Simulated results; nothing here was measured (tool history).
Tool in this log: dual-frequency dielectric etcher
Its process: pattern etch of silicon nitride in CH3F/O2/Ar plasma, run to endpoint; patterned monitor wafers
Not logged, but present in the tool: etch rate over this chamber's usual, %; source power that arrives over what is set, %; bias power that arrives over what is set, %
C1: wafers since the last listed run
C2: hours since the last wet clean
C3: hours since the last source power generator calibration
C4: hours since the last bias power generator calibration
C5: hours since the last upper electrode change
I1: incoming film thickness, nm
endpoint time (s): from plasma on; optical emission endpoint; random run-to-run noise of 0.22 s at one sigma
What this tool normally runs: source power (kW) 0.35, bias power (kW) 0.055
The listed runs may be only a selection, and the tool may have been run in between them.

run 1 day=0 | source_power_(kW)=0.39 bias_power_(kW)=0.055 | C1=0 C2=642 C3=1676.6 C4=4239.4 C5=3223.2 | I1=27.65 | endpoint_time_(s)=41.8
-- day=1.288 wet clean of the chamber
run 2 day=2.421 | source_power_(kW)=0.35 bias_power_(kW)=0.055 | C1=431 C2=27.2 C3=1734.7 C4=4297.5 C5=3281.3 | I1=27.57 | endpoint_time_(s)=46.2
run 3 day=3.462 | source_power_(kW)=0.35 bias_power_(kW)=0.055 | C1=316 C2=52.2 C3=1759.7 C4=4322.5 C5=3306.3 | I1=27.87 | endpoint_time_(s)=46.1
-- day=11.738 upper electrode replaced
run 4 day=11.758 | source_power_(kW)=0.35 bias_power_(kW)=0.055 | C1=2214 C2=251.3 C3=1958.8 C4=4521.6 C5=0.5 | I1=27.61 | endpoint_time_(s)=44.8
run 5 day=14.067 | source_power_(kW)=0.37 bias_power_(kW)=0.055 | C1=700 C2=306.7 C3=2014.2 C4=4577 C5=55.9 | I1=27.82 | endpoint_time_(s)=43.9
-- day=15.858 source power generator calibrated
run 6 day=16.858 | source_power_(kW)=0.37 bias_power_(kW)=0.055 | C1=796 C2=373.7 C3=24 C4=4644 C5=122.9 | I1=27.77 | endpoint_time_(s)=43.4
-- day=18.321 bias power generator calibrated
run 7 day=18.646 | source_power_(kW)=0.37 bias_power_(kW)=0.055 | C1=491 C2=416.6 C3=66.9 C4=7.8 C5=165.8 | I1=27.78 | endpoint_time_(s)=43.7
run 8 day=21.179 | source_power_(kW)=0.42 bias_power_(kW)=0.055 | C1=768 C2=477.4 C3=127.7 C4=68.6 C5=226.6 | I1=27.65 | endpoint_time_(s)=40.4

Expected results for the next run?
run 9 day=22.242 | source_power_(kW)=0.38 bias_power_(kW)=0.041 | C1=322 C2=502.9 C3=153.2 C4=94.1 C5=252.1 | I1=27.77 | endpoint_time_(s)=?

{"run 9": {"endpoint time (s)": 46.3}}
Without the tool's hidden state the same run would have given endpoint time (s) 48.1.
